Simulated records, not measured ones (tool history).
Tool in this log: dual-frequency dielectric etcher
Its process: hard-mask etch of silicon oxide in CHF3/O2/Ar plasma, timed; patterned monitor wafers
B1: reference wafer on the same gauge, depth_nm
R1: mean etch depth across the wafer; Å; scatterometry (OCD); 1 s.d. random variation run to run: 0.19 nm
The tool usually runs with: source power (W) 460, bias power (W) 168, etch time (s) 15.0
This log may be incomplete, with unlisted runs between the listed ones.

run 1 day=0.000 | source_power_(W)=460 bias_power_(W)=168 etch_time_(s)=15.0 | B1=30.16 | R1=277.4
run 2 day=2.475 | source_power_(W)=460 bias_power_(W)=168 etch_time_(s)=15.0 | B1=30.22 | R1=274.4
-- day=7.167 wet clean of the chamber
run 3 day=7.188 | source_power_(W)=460 bias_power_(W)=168 etch_time_(s)=15.0 | B1=30.25 | R1=280.7
run 4 day=9.946 | source_power_(W)=460 bias_power_(W)=168 etch_time_(s)=15.0 | B1=30.21 | R1=285.1
-- day=18.979 gauge calibrated
-- day=19.696 upper electrode replaced
run 5 day=21.233 | source_power_(W)=460 bias_power_(W)=168 etch_time_(s)=17.5 | B1=30.25 | R1=322.4
run 6 day=23.846 | source_power_(W)=460 bias_power_(W)=168 etch_time_(s)=17.5 | B1=30.22 | R1=323.6
run 7 day=28.217 | source_power_(W)=460 bias_power_(W)=168 etch_time_(s)=17.5 | B1=30.17 | R1=319.6
-- day=30.138 source power generator calibrated
-- day=31.883 wet clean of the chamber
run 8 day=32.308 | source_power_(W)=460 bias_power_(W)=168 etch_time_(s)=15.0 | B1=30.26 | R1=279.2
run 9 day=34.550 | source_power_(W)=340 bias_power_(W)=190 etch_time_(s)=15.0 | B1=30.24 | R1=242.3
-- day=36.325 bias power generator calibrated
run 10 day=38.538 | source_power_(W)=460 bias_power_(W)=168 etch_time_(s)=15.0 | B1=30.21 | R1=275.7
run 11 day=40.967 | source_power_(W)=580 bias_power_(W)=168 etch_time_(s)=15.0 | B1=30.21 | R1=319.1
run 12 day=42.546 | source_power_(W)=460 bias_power_(W)=209 etch_time_(s)=19.0 | B1=30.25 | R1=378.0
run 13 day=45.979 | source_power_(W)=580 bias_power_(W)=168 etch_time_(s)=15.0 | B1=30.16 | R1=311.0
run 14 day=49.950 | source_power_(W)=520 bias_power_(W)=194 etch_time_(s)=10.5 | B1=30.25 | R1=218.2
-- day=53.504 wet clean of the chamber
run 15 day=53.525 | source_power_(W)=460 bias_power_(W)=139 etch_time_(s)=19.5 | B1=30.13 | R1=343.7
run 16 day=54.642 | source_power_(W)=460 bias_power_(W)=168 etch_time_(s)=15.0 | B1=30.23 | R1=284.7

Predict each of these 5 candidate next runs independently; none follows another, all start after run 16:
run A day=54.658 | source_power_(W)=380 bias_power_(W)=168 etch_time_(s)=15.0 | B1=? | R1=?
run B day=54.658 | source_power_(W)=420 bias_power_(W)=183 etch_time_(s)=12.0 | B1=? | R1=?
run C day=54.658 | source_power_(W)=460 bias_power_(W)=168 etch_time_(s)=14.0 | B1=? | R1=?
run D day=54.658 | source_power_(W)=490 bias_power_(W)=198 etch_time_(s)=10.5 | B1=? | R1=?
run E day=54.658 | source_power_(W)=460 bias_power_(W)=141 etch_time_(s)=18.0 | B1=? | R1=?

run=A B1=30.25 R1=250.0
run=B B1=30.25 R1=220.7
run=C B1=30.25 R1=264.1
run=D B1=30.25 R1=218.4
run=E B1=30.25 R1=318.9
Without the tool's unlogged condition, the same runs would have read:
run=A R1=249.7
run=B R1=220.4
run=C R1=263.8
run=D R1=218.2
run=E R1=318.5
